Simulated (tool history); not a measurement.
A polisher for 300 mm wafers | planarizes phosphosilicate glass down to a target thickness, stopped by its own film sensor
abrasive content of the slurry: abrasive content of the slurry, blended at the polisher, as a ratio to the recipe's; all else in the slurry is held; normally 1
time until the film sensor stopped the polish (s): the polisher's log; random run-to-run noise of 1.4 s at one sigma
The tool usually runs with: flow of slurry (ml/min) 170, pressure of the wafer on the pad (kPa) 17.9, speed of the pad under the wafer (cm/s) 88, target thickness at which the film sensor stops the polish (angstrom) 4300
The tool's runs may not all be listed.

| run | hour | flow of slurry (ml/min) | pressure of the wafer on the pad (kPa) | speed of the pad under the wafer (cm/s) | abrasive content of the slurry | target thickness at which the film sensor stops the polish (angstrom) | wafers since the last listed run | wafers polished on this pad | hours since the slurry nozzle was cleaned | hours since the head pressure was calibrated | hours since the slurry blender was calibrated | hours since the conditioning disc was replaced | incoming thickness of the incoming film, nm | time until the film sensor stopped the polish (s) |
|---|---|---|---|---|---|---|---|---|---|---|---|---|---|---|
| 1 | 0 | 130 | 12.4 | 66 | 1 | 3700 | 0 | 7044 | 313.3 | 181.3 | 279.2 | 716.6 | 970.3 | 169.1 |
| 2 | 49.2 | 170 | 17.9 | 88 | 1 | 4300 | 489 | 7533 | 362.5 | 230.5 | 328.4 | 765.8 | 988 | 91.6 |
|  | 82.2 | worn pad replaced by a new one |
|  | 117.1 | conditioning disc replaced and pad reconditioned |
| 3 | 149.6 | 150 | 17.9 | 102 | 1 | 4300 | 938 | 650 | 462.9 | 330.9 | 428.8 | 32.5 | 974.8 | 83.8 |
| 4 | 232.9 | 170 | 17.9 | 88 | 1 | 2990 | 828 | 1479 | 546.2 | 414.2 | 512.1 | 115.8 | 981.1 | 116.8 |
|  | 404.8 | slurry nozzle cleaned |
| 5 | 460 | 170 | 17.9 | 88 | 1 | 2990 | 2248 | 3727 | 55.2 | 641.3 | 739.2 | 342.9 | 971.8 | 106.9 |
|  | 515.6 | slurry blender recalibrated |
| 6 | 563.7 | 120 | 17.9 | 88 | 0.7 | 4300 | 1011 | 4738 | 158.9 | 745 | 48.1 | 446.6 | 993.3 | 104.2 |
| 7 | 624 | 170 | 17.9 | 88 | 1 | 4870 | 599 | 5338 | 219.2 | 805.3 | 108.4 | 506.9 | 976.7 | 80.2 |
| 8 | 724.5 | 170 | 17.9 | 88 | 1 | 2650 | 999 | 6338 | 319.7 | 905.8 | 208.9 | 607.4 | 969.4 | 113.7 |
| 9 | 779.1 | 170 | 17.9 | 88 | 1 | 4300 | 542 | 6881 | 374.3 | 960.4 | 263.5 | 662 | 978 | 92.5 |
| 10 | 850.6 | 170 | 17.9 | 88 | 1 | 4300 | 711 | 7592 | 445.8 | 1031.9 | 335 | 733.5 | 981.3 | 93.9 |
|  | 902.1 | conditioning disc replaced and pad reconditioned |
|  | 917.3 | worn pad replaced by a new one |
| 11 | 917.8 | 170 | 17.9 | 88 | 1 | 3560 | 608 | 4 | 513 | 1099.1 | 402.2 | 15.7 | 986.7 | 102.6 |
| 12 | 989.3 | 170 | 17.9 | 88 | 1 | 4300 | 711 | 715 | 584.5 | 1170.6 | 473.7 | 87.2 | 988.1 | 95.7 |
|  | 1031.5 | head pressure recalibrated |
|  | 1084.5 | slurry nozzle cleaned |
| 13 | 1095.6 | 205 | 15.9 | 112 | 1 | 5010 | 1027 | 1743 | 11.1 | 64.1 | 580 | 193.5 | 982.9 | 67.7 |
| 14 | 1193.5 | 185 | 17.9 | 64 | 1.3 | 4300 | 973 | 2716 | 109 | 162 | 677.9 | 291.4 | 984.6 | 105.4 |

Run 15 comes next. What will it give?
|  | 1219 | slurry blender recalibrated |
| 15 | 1293 | 170 | 20 | 88 | 1 | 4300 | 969 | 3686 | 208.5 | 261.5 | 74 | 390.9 | 973 | ? |

Logged for run 15: time until the film sensor stopped the polish (s) 78.8.
Had the tool carried no hidden state, the very same run would have given time until the film sensor stopped the polish (s) 77.4.
